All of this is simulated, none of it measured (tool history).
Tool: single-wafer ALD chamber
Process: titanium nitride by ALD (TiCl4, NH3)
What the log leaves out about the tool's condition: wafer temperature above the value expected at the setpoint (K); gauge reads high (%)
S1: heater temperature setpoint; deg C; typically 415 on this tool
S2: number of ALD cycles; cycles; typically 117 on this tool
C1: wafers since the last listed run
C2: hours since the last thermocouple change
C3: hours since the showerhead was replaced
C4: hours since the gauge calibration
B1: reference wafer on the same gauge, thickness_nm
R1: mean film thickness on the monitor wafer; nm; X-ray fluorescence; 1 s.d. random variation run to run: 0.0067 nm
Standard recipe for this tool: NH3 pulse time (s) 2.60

{"run": 1, "hour": 0.0, "S1": 415, "S2": 117, "NH3 pulse time (s)": 2.6, "C1": 0, "C2": 313.8, "C3": 1905.7, "C4": 833.7, "B1": 2.302, "R1": 2.725}
{"run": 2, "hour": 79.0, "S1": 415, "S2": 117, "NH3 pulse time (s)": 2.6, "C1": 128, "C2": 392.8, "C3": 1984.7, "C4": 912.7, "B1": 2.3, "R1": 2.747}
{"run": 3, "hour": 151.1, "S1": 415, "S2": 117, "NH3 pulse time (s)": 2.6, "C1": 116, "C2": 464.9, "C3": 2056.8, "C4": 984.8, "B1": 2.302, "R1": 2.742}
{"run": 4, "hour": 243.7, "S1": 426, "S2": 117, "NH3 pulse time (s)": 2.6, "C1": 150, "C2": 557.5, "C3": 2149.4, "C4": 1077.4, "B1": 2.304, "R1": 2.761}
{"run": 5, "hour": 289.2, "S1": 415, "S2": 117, "NH3 pulse time (s)": 2.6, "C1": 73, "C2": 603.0, "C3": 2194.9, "C4": 1122.9, "B1": 2.305, "R1": 2.755}
{"hour": 355.4, "done": "gauge calibrated"}
{"run": 6, "hour": 357.3, "S1": 415, "S2": 117, "NH3 pulse time (s)": 3.16, "C1": 110, "C2": 671.1, "C3": 2263.0, "C4": 1.9, "B1": 2.256, "R1": 2.696}
{"run": 7, "hour": 412.3, "S1": 408, "S2": 117, "NH3 pulse time (s)": 3.03, "C1": 89, "C2": 726.1, "C3": 2318.0, "C4": 56.9, "B1": 2.264, "R1": 2.698}
{"run": 8, "hour": 452.9, "S1": 415, "S2": 117, "NH3 pulse time (s)": 2.6, "C1": 65, "C2": 766.7, "C3": 2358.6, "C4": 97.5, "B1": 2.269, "R1": 2.706}
{"run": 9, "hour": 546.2, "S1": 415, "S2": 117, "NH3 pulse time (s)": 2.6, "C1": 151, "C2": 860.0, "C3": 2451.9, "C4": 190.8, "B1": 2.281, "R1": 2.713}
{"run": 10, "hour": 596.0, "S1": 415, "S2": 117, "NH3 pulse time (s)": 2.6, "C1": 80, "C2": 909.8, "C3": 2501.7, "C4": 240.6, "B1": 2.284, "R1": 2.721}
{"run": 11, "hour": 650.3, "S1": 415, "S2": 117, "NH3 pulse time (s)": 3.18, "C1": 87, "C2": 964.1, "C3": 2556.0, "C4": 294.9, "B1": 2.288, "R1": 2.742}
{"run": 12, "hour": 723.2, "S1": 415, "S2": 117, "NH3 pulse time (s)": 3.18, "C1": 118, "C2": 1037.0, "C3": 2628.9, "C4": 367.8, "B1": 2.293, "R1": 2.742}
{"run": 13, "hour": 795.0, "S1": 415, "S2": 117, "NH3 pulse time (s)": 2.6, "C1": 116, "C2": 1108.8, "C3": 2700.7, "C4": 439.6, "B1": 2.298, "R1": 2.748}
{"run": 14, "hour": 860.5, "S1": 415, "S2": 117, "NH3 pulse time (s)": 2.6, "C1": 106, "C2": 1174.3, "C3": 2766.2, "C4": 505.1, "B1": 2.301, "R1": 2.748}
{"run": 15, "hour": 942.9, "S1": 415, "S2": 117, "NH3 pulse time (s)": 2.6, "C1": 133, "C2": 1256.7, "C3": 2848.6, "C4": 587.5, "B1": 2.307, "R1": 2.758}
{"hour": 1001.1, "done": "thermocouple changed; heater temperature recalibrated"}
{"run": 16, "hour": 1030.8, "S1": 415, "S2": 117, "NH3 pulse time (s)": 2.6, "C1": 129, "C2": 29.7, "C3": 2936.5, "C4": 675.4, "B1": 2.309, "R1": 2.761}
{"run": 17, "hour": 1104.9, "S1": 415, "S2": 117, "NH3 pulse time (s)": 3.0, "C1": 120, "C2": 103.8, "C3": 3010.6, "C4": 749.5, "B1": 2.311, "R1": 2.763}
{"run": 18, "hour": 1144.5, "S1": 415, "S2": 117, "NH3 pulse time (s)": 2.6, "C1": 64, "C2": 143.4, "C3": 3050.2, "C4": 789.1, "B1": 2.309, "R1": 2.766}
{"run": 19, "hour": 1211.7, "S1": 401, "S2": 131, "NH3 pulse time (s)": 2.6, "C1": 108, "C2": 210.6, "C3": 3117.4, "C4": 856.3, "B1": 2.312, "R1": 3.075}
{"run": 20, "hour": 1281.5, "S1": 415, "S2": 139, "NH3 pulse time (s)": 2.6, "C1": 113, "C2": 280.4, "C3": 3187.2, "C4": 926.1, "B1": 2.313, "R1": 3.277}
{"run": 21, "hour": 1337.5, "S1": 426, "S2": 117, "NH3 pulse time (s)": 2.1, "C1": 90, "C2": 336.4, "C3": 3243.2, "C4": 982.1, "B1": 2.314, "R1": 2.768}
{"run": 22, "hour": 1423.7, "S1": 401, "S2": 125, "NH3 pulse time (s)": 3.52, "C1": 139, "C2": 422.6, "C3": 3329.4, "C4": 1068.3, "B1": 2.317, "R1": 2.98}
{"hour": 1495.3, "done": "gauge calibrated"}
{"run": 23, "hour": 1501.0, "S1": 415, "S2": 130, "NH3 pulse time (s)": 2.04, "C1": 125, "C2": 499.9, "C3": 3406.7, "C4": 5.7, "B1": 2.246, "R1": 2.962}
{"hour": 1556.8, "done": "showerhead replaced"}
{"run": 24, "hour": 1568.7, "S1": 427, "S2": 140, "NH3 pulse time (s)": 2.6, "C1": 96, "C2": 567.6, "C3": 11.9, "C4": 73.4, "B1": 2.257, "R1": 3.235}
{"run": 25, "hour": 1655.5, "S1": 410, "S2": 137, "NH3 pulse time (s)": 2.6, "C1": 140, "C2": 654.4, "C3": 98.7, "C4": 160.2, "B1": 2.266, "R1": 3.158}
{"run": 26, "hour": 1723.8, "S1": 404, "S2": 134, "NH3 pulse time (s)": 2.6, "C1": 110, "C2": 722.7, "C3": 167.0, "C4": 228.5, "B1": 2.273, "R1": 3.108}
{"run": 27, "hour": 1819.6, "S1": 429, "S2": 97, "NH3 pulse time (s)": 3.51, "C1": 155, "C2": 818.5, "C3": 262.8, "C4": 324.3, "B1": 2.281, "R1": 2.263}
{"run": 28, "hour": 1868.9, "S1": 408, "S2": 125, "NH3 pulse time (s)": 2.6, "C1": 79, "C2": 867.8, "C3": 312.1, "C4": 373.6, "B1": 2.283, "R1": 2.911}
{"run": 29, "hour": 1960.9, "S1": 415, "S2": 117, "NH3 pulse time (s)": 2.6, "C1": 149, "C2": 959.8, "C3": 404.1, "C4": 465.6, "B1": 2.29, "R1": 2.737}
{"run": 30, "hour": 2055.6, "S1": 415, "S2": 117, "NH3 pulse time (s)": 2.24, "C1": 153, "C2": 1054.5, "C3": 498.8, "C4": 560.3, "B1": 2.296, "R1": 2.722}
{"run": 31, "hour": 2135.0, "S1": 415, "S2": 117, "NH3 pulse time (s)": 2.6, "C1": 128, "C2": 1133.9, "C3": 578.2, "C4": 639.7, "B1": 2.296, "R1": 2.746}
{"run": 32, "hour": 2230.6, "S1": 415, "S2": 132, "NH3 pulse time (s)": 2.12, "C1": 154, "C2": 1229.5, "C3": 673.8, "C4": 735.3, "B1": 2.298, "R1": 3.09}
{"hour": 2336.6, "done": "thermocouple changed; heater temperature recalibrated"}
{"run": 33, "hour": 2337.1, "S1": 402, "S2": 126, "NH3 pulse time (s)": 1.72, "C1": 159, "C2": 0.5, "C3": 780.3, "C4": 841.8, "B1": 2.301, "R1": 2.913}

Here are 5 independent what-if runs from the current tool condition. What would each one return?
{"run": "A", "hour": 2337.8, "S1": 415, "S2": 117, "NH3 pulse time (s)": 2.6, "C1": 1, "C2": 1.2, "C3": 781.0, "C4": 842.5, "B1": "?", "R1": "?"}
{"run": "B", "hour": 2337.8, "S1": 402, "S2": 106, "NH3 pulse time (s)": 2.6, "C1": 1, "C2": 1.2, "C3": 781.0, "C4": 842.5, "B1": "?", "R1": "?"}
{"run": "C", "hour": 2337.8, "S1": 407, "S2": 94, "NH3 pulse time (s)": 2.03, "C1": 1, "C2": 1.2, "C3": 781.0, "C4": 842.5, "B1": "?", "R1": "?"}
{"run": "D", "hour": 2337.8, "S1": 420, "S2": 126, "NH3 pulse time (s)": 2.6, "C1": 1, "C2": 1.2, "C3": 781.0, "C4": 842.5, "B1": "?", "R1": "?"}
{"run": "E", "hour": 2337.8, "S1": 420, "S2": 134, "NH3 pulse time (s)": 2.6, "C1": 1, "C2": 1.2, "C3": 781.0, "C4": 842.5, "B1": "?", "R1": "?"}

run=A B1=2.301 R1=2.744
run=B B1=2.301 R1=2.478
run=C B1=2.301 R1=2.187
run=D B1=2.301 R1=2.959
run=E B1=2.301 R1=3.147
Take away the tool's hidden state, keep each run's random variation, and the runs would have read:
run=A R1=2.682
run=B R1=2.422
run=C R1=2.138
run=D R1=2.892
run=E R1=3.076
